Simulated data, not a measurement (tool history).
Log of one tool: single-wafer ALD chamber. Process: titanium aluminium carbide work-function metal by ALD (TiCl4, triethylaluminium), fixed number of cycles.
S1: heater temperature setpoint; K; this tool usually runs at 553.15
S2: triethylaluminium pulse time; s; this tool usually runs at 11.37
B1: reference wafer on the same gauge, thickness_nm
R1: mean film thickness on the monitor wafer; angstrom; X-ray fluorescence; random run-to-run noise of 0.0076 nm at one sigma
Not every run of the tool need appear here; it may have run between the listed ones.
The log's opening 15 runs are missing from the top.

run    hour      S1     S2     B1     R1
 16   470.4  553.15   6.91  2.232  16.86
 17   504.6  553.15  11.37  2.233  18.73
      589.2  -- triethylaluminium bottle replaced
 18   603.9  558.15   7.47  2.230  18.14
 19   615.9  557.15  11.37  2.229  19.41
 20   635.2  541.15  11.37  2.229  17.90
 21   659.2  553.15  11.37  2.226  19.03
      680.7  -- gauge calibrated
 22   684.0  562.15  11.37  2.231  19.71
 23   715.9  541.15   8.81  2.231  17.31
 24   748.9  559.15   9.42  2.228  18.87
 25   784.4  553.15  14.53  2.228  19.20
 26   840.2  553.15  11.37  2.233  18.81
 27   861.0  542.15  13.10  2.226  18.14
 28   888.6  562.15   8.42  2.227  18.69
 29   918.6  565.15  11.37  2.229  19.76
 30   940.5  553.15  12.89  2.230  18.99
 31   957.0  553.15   8.25  2.232  17.77
 32   972.2  553.15  11.37  2.230  18.79
 33  1000.3  553.15  13.44  2.233  18.98

4 ways to go on from here, each from the tool as it stands after run 33. What would each give?
  A  1000.7  542.15  11.37   ?   ?
  B  1000.7  548.15   9.21   ?   ?
  C  1000.7  553.15  12.87   ?   ?
  D  1000.7  568.15  11.37   ?   ?

run     B1     R1
  A  2.230  17.89
  B  2.230  17.79
  C  2.230  19.06
  D  2.230  20.07
Without the tool's hidden state the same runs would have given:
run     R1
  A  18.21
  B  18.31
  C  19.30
  D  20.43

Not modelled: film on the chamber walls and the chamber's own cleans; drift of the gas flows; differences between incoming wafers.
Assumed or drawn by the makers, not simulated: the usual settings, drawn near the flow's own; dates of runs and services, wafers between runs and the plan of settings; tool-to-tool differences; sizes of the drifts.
